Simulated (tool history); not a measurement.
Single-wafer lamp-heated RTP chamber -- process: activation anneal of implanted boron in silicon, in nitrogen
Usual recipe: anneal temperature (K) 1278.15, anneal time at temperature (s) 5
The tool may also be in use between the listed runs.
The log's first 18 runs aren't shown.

run     day  anneal temperature (K)  anneal time at temperature (s)  wafers since the last listed run  wafers since the last pyrometer calibration  wafers since the reflector plate was cleaned  hours since the gauge calibration  read-back reference wafer on the same gauge, sheet resistance  sheet resistance of the implanted and annealed layer (ohm/square)
 19  37.342                 1278.15                               5                               393                                         1674                                          4897                              267.8                                                          78.10                                                              93.63
 20  38.838                 1278.15                               5                               513                                         2188                                          5410                              303.7                                                          78.14                                                              92.79
     40.225  -- reflector plate cleaned
 21  41.183                 1291.15                               5                               690                                         2878                                           328                              360.0                                                          78.10                                                              88.94
 22  42.671                 1278.15                               3                               510                                         3389                                           839                              395.7                                                          78.13                                                              93.78
 23  44.604                 1278.15                               5                               663                                         4052                                          1502                              442.1                                                          78.10                                                              91.44
 24  45.642                 1298.15                               5                               356                                         4408                                          1858                              467.0                                                          78.11                                                              86.44
 25  48.517                 1278.15                               5                               986                                         5395                                          2845                              536.0                                                          78.10                                                              90.13
     49.508  -- pyrometer window cleaned and pyrometer calibrated
 26  50.146                 1259.15                               5                               444                                          219                                          3290                              575.1                                                          78.09                                                             104.80
 27  52.417                 1278.15                               7                               779                                          998                                          4069                              629.6                                                          78.10                                                              92.18
 28  54.579                 1262.15                               3                               742                                         1740                                          4811                              681.5                                                          78.10                                                             103.10
 29  56.746                 1270.15                               3                               743                                         2484                                          5554                              733.5                                                          78.09                                                              97.93
 30  58.533                 1257.15                               8                               613                                         3097                                          6168                              776.4                                                          78.11                                                             100.69
 31  61.117                 1278.15                               6                               886                                         3984                                          7054                              838.4                                                          78.12                                                              91.00
     62.183  -- reflector plate cleaned
 32  62.638                 1298.15                               3                               407                                         4391                                           156                              874.9                                                          78.11                                                              86.94
 33  64.275                 1298.15                               7                               561                                         4953                                           718                              914.2                                                          78.10                                                              85.20
     66.662  -- pyrometer window cleaned and pyrometer calibrated
 34  66.788                 1267.15                               5                               747                                           42                                          1465                              974.5                                                          78.14                                                              97.76
 35  69.317                 1293.15                               3                               867                                          910                                          2333                             1035.2                                                          78.10                                                              89.77
 36  71.221                 1290.15                               5                               653                                         1564                                          2987                             1080.9                                                          78.13                                                              89.19
 37  73.925                 1290.15                               3                               928                                         2492                                          3915                             1145.8                                                          78.14                                                              90.41

4 ways to go on from here, each from the tool as it stands after run 37. What would each give?
  A  73.942                 1266.15                               5                                 5                                         2497                                          3921                             1146.2                                                              ?                                                                  ?
  B  73.942                 1252.15                               4                                 5                                         2497                                          3921                             1146.2                                                              ?                                                                  ?
  C  73.942                 1259.15                               3                                 5                                         2497                                          3921                             1146.2                                                              ?                                                                  ?
  D  73.942                 1278.15                               8                                 5                                         2497                                          3921                             1146.2                                                              ?                                                                  ?

run  read-back reference wafer on the same gauge, sheet resistance  sheet resistance of the implanted and annealed layer (ohm/square)
  A                                                          78.13                                                              97.55
  B                                                          78.13                                                             108.32
  C                                                          78.13                                                             103.96
  D                                                          78.13                                                              91.02
Without the tool's hidden state the same runs would have given:
run  sheet resistance of the implanted and annealed layer (ohm/square)
  A                                                              99.93
  B                                                             112.36
  C                                                             107.18
  D                                                              92.42

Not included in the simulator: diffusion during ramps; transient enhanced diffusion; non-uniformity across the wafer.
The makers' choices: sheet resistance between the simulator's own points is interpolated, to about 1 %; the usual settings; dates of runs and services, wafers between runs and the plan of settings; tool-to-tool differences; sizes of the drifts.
